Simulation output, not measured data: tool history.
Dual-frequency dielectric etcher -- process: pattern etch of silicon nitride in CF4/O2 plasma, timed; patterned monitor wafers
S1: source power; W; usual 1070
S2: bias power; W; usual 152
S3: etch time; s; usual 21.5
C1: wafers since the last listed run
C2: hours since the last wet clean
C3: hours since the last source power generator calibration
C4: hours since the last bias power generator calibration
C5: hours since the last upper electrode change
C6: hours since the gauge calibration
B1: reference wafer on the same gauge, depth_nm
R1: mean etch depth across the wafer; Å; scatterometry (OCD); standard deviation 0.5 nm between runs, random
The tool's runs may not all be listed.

| run | hour | S1 | S2 | S3 | C1 | C2 | C3 | C4 | C5 | C6 | B1 | R1 |
|---|---|---|---|---|---|---|---|---|---|---|---|---|
| 1 | 0 | 1070 | 130 | 21.5 | 0 | 0.5 | 3110.3 | 1650.1 | 4826.1 | 1630.6 | 80.9 | 761 |
| 2 | 24.3 | 1070 | 152 | 21.5 | 362 | 24.8 | 3134.6 | 1674.4 | 4850.4 | 1654.9 | 80.8 | 809 |
| 3 | 60.5 | 1070 | 152 | 21.5 | 539 | 61 | 3170.8 | 1710.6 | 4886.6 | 1691.1 | 80.7 | 807 |
| 4 | 88 | 1070 | 152 | 21.5 | 409 | 88.5 | 3198.3 | 1738.1 | 4914.1 | 1718.6 | 80.6 | 802 |
| 5 | 138.9 | 1070 | 152 | 21.5 | 758 | 139.4 | 3249.2 | 1789 | 4965 | 1769.5 | 80.7 | 809 |
| 6 | 168.2 | 1070 | 152 | 21.5 | 436 | 168.7 | 3278.5 | 1818.3 | 4994.3 | 1798.8 | 80.8 | 808 |
|  | 193.9 | gauge calibrated |
|  | 202 | bias power generator calibrated |
| 7 | 222.2 | 1070 | 152 | 21.5 | 745 | 222.7 | 3332.5 | 20.2 | 5048.3 | 28.3 | 81.1 | 826 |
| 8 | 281.4 | 1070 | 152 | 21.5 | 882 | 281.9 | 3391.7 | 79.4 | 5107.5 | 87.5 | 80.7 | 830 |
| 9 | 313.2 | 1070 | 179 | 21.5 | 473 | 313.7 | 3423.5 | 111.2 | 5139.3 | 119.3 | 80.7 | 893 |
| 10 | 376.5 | 1070 | 152 | 21.5 | 943 | 377 | 3486.8 | 174.5 | 5202.6 | 182.6 | 80.5 | 827 |
|  | 424 | wet clean of the chamber |
| 11 | 428.2 | 1070 | 152 | 21.5 | 412 | 4.2 | 3538.5 | 226.2 | 5254.3 | 234.3 | 80.5 | 825 |
|  | 454.5 | upper electrode replaced |
| 12 | 458.1 | 1150 | 152 | 19 | 87 | 34.1 | 3568.4 | 256.1 | 3.6 | 264.2 | 81 | 771 |
| 13 | 509.1 | 1070 | 130 | 21.5 | 760 | 85.1 | 3619.4 | 307.1 | 54.6 | 315.2 | 80.9 | 773 |
|  | 545.3 | source power generator calibrated |
| 14 | 550.9 | 930 | 118 | 18 | 563 | 126.9 | 5.6 | 348.9 | 96.4 | 357 | 80.7 | 556 |
| 15 | 621.2 | 1070 | 152 | 21.5 | 1047 | 197.2 | 75.9 | 419.2 | 166.7 | 427.3 | 80.6 | 826 |
| 16 | 664.6 | 950 | 129 | 21.5 | 646 | 240.6 | 119.3 | 462.6 | 210.1 | 470.7 | 81.1 | 704 |
| 17 | 731.6 | 1310 | 152 | 21.5 | 998 | 307.6 | 186.3 | 529.6 | 277.1 | 537.7 | 81 | 970 |
| 18 | 771.2 | 1070 | 152 | 21.5 | 590 | 347.2 | 225.9 | 569.2 | 316.7 | 577.3 | 80.9 | 822 |
| 19 | 824.5 | 1070 | 152 | 21.5 | 794 | 400.5 | 279.2 | 622.5 | 370 | 630.6 | 80.9 | 818 |
|  | 851 | wet clean of the chamber |
| 20 | 887 | 1240 | 163 | 18.5 | 573 | 36 | 341.7 | 685 | 432.5 | 693.1 | 80.9 | 822 |
| 21 | 939.9 | 1070 | 152 | 21.5 | 788 | 88.9 | 394.6 | 737.9 | 485.4 | 746 | 80.8 | 815 |
| 22 | 1011.6 | 1070 | 152 | 19.5 | 1068 | 160.6 | 466.3 | 809.6 | 557.1 | 817.7 | 80.8 | 744 |
| 23 | 1039.5 | 1070 | 134 | 18 | 415 | 188.5 | 494.2 | 837.5 | 585 | 845.6 | 81 | 648 |
| 24 | 1104.2 | 1300 | 164 | 26.5 | 964 | 253.2 | 558.9 | 902.2 | 649.7 | 910.3 | 80.8 | 1223 |
| 25 | 1129.8 | 1070 | 152 | 16.5 | 381 | 278.8 | 584.5 | 927.8 | 675.3 | 935.9 | 80.8 | 623 |
| 26 | 1167.8 | 1210 | 152 | 26.5 | 566 | 316.8 | 622.5 | 965.8 | 713.3 | 973.9 | 81 | 1117 |
| 27 | 1225.6 | 1070 | 152 | 19 | 861 | 374.6 | 680.3 | 1023.6 | 771.1 | 1031.7 | 80.7 | 727 |
| 28 | 1273.3 | 1170 | 152 | 21.5 | 710 | 422.3 | 728 | 1071.3 | 818.8 | 1079.4 | 81 | 879 |
|  | 1300 | wet clean of the chamber |
| 29 | 1300.5 | 1160 | 162 | 21.5 | 47 | 0.5 | 755.2 | 1098.5 | 846 | 1106.6 | 80.7 | 892 |
| 30 | 1323.3 | 1280 | 127 | 16 | 339 | 23.3 | 778 | 1121.3 | 868.8 | 1129.4 | 80.9 | 650 |
| 31 | 1378.8 | 1220 | 173 | 17.5 | 827 | 78.8 | 833.5 | 1176.8 | 924.3 | 1184.9 | 80.7 | 774 |

Pick out some run-to-run changes in R1. Of each, how much would a tool without hidden state show as well, from the settings, what came in and chance, and how much is left for the hidden state and any gauge scatter not in both results compared?
The hidden state here: etch rate over this chamber's usual, %; source power that arrives over what is set, %; bias power that arrives over what is set, %; gauge reads high (%).
Run 6 -> 7: gauge calibrated, bias power generator calibrated. R1 +18 Å: hidden state +19, all else -1.
Run 23 -> 24: S1 1070 -> 1300, S2 134 -> 164, S3 18 -> 26.5. R1 +575 Å: hidden state -7, all else +582.
Run 24 -> 25: S1 1300 -> 1070, S2 164 -> 152, S3 26.5 -> 16.5. R1 -600 Å: hidden state +6, all else -606.
Run 25 -> 26: S1 1070 -> 1210, S3 16.5 -> 26.5. R1 +494 Å: hidden state -5, all else +499.
